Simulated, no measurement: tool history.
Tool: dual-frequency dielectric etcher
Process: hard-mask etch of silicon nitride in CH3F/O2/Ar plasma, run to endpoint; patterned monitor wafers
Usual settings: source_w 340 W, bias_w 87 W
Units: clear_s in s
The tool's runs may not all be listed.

run	hour	source_w	bias_w	wafers since the last listed run	hours since the last wet clean	hours since the last source power generator calibration	hours since the last bias power generator calibration	hours since the last upper electrode change	incoming incoming film thickness, nm	clear_s
1	0.0	310	87	0	104.3	2908.6	1831.3	5310.7	35.66	54.7
2	33.4	340	87	286	137.7	2942.0	1864.7	5344.1	35.70	53.8
3	50.3	310	92	145	154.6	2958.9	1881.6	5361.0	35.43	53.6
4	85.0	310	92	297	189.3	2993.6	1916.3	5395.7	35.72	53.8
5	105.8	310	92	178	210.1	3014.4	1937.1	5416.5	35.30	53.5
6	136.4	340	87	262	240.7	3045.0	1967.7	5447.1	35.30	53.2
7	168.5	290	87	275	272.8	3077.1	1999.8	5479.2	35.43	55.8
8	195.6	290	87	232	299.9	3104.2	2026.9	5506.3	35.21	55.5
9	213.8	290	87	156	318.1	3122.4	2045.1	5524.5	35.22	55.9
10	239.1	340	87	217	343.4	3147.7	2070.4	5549.8	35.82	54.5
11	275.1	340	87	308	379.4	3183.7	2106.4	5585.8	35.50	54.0
12	291.2	340	87	138	395.5	3199.8	2122.5	5601.9	35.85	55.0
# hour 327.3: source power generator calibrated
# hour 331.5: wet clean of the chamber
13	345.5	340	87	396	14.0	18.2	2176.8	5656.2	35.36	55.6
14	412.0	340	87	570	80.5	84.7	2243.3	5722.7	35.88	56.6
# hour 438.8: bias power generator calibrated
15	446.3	340	87	259	114.8	119.0	7.5	5757.0	35.34	56.2
16	467.8	410	97	184	136.3	140.5	29.0	5778.5	35.48	51.5
# hour 503.7: wet clean of the chamber, repeated, since the last time left the tool worse
17	504.2	260	72	106	0.5	176.9	65.4	5814.9	35.40	60.3
18	508.9	270	87	40	5.2	181.6	70.1	5819.6	35.45	55.4
19	542.8	380	107	290	39.1	215.5	104.0	5853.5	35.52	46.9
20	560.2	340	87	149	56.5	232.9	121.4	5870.9	35.32	52.2
# hour 595.3: upper electrode replaced
21	595.8	340	87	99	92.1	268.5	157.0	0.5	35.39	52.4
22	606.8	290	80	94	103.1	279.5	168.0	11.5	35.25	56.6
23	642.4	400	87	305	138.7	315.1	203.6	47.1	35.79	51.0
24	669.9	260	109	235	166.2	342.6	231.1	74.6	35.32	51.7
25	694.7	420	95	212	191.0	367.4	255.9	99.4	35.33	48.3
26	722.2	290	107	235	218.5	394.9	283.4	126.9	35.45	51.0
27	739.7	310	66	150	236.0	412.4	300.9	144.4	35.32	60.4
28	797.7	270	73	497	294.0	470.4	358.9	202.4	35.32	60.3
29	810.9	340	100	113	307.2	483.6	372.1	215.6	35.55	50.9
30	836.9	340	87	223	333.2	509.6	398.1	241.6	35.61	53.6
31	857.4	340	87	175	353.7	530.1	418.6	262.1	35.53	53.8

Forecast each of these 3 alternatives for the next run:
A	857.8	340	87	3	354.1	530.5	419.0	262.5	35.47	?
B	857.8	400	69	3	354.1	530.5	419.0	262.5	35.47	?
C	857.8	400	70	3	354.1	530.5	419.0	262.5	35.47	?

run	clear_s
A	53.7
B	56.1
C	55.8
Without the tool's hidden state the same runs would have given:
run	clear_s
A	52.5
B	54.8
C	54.5

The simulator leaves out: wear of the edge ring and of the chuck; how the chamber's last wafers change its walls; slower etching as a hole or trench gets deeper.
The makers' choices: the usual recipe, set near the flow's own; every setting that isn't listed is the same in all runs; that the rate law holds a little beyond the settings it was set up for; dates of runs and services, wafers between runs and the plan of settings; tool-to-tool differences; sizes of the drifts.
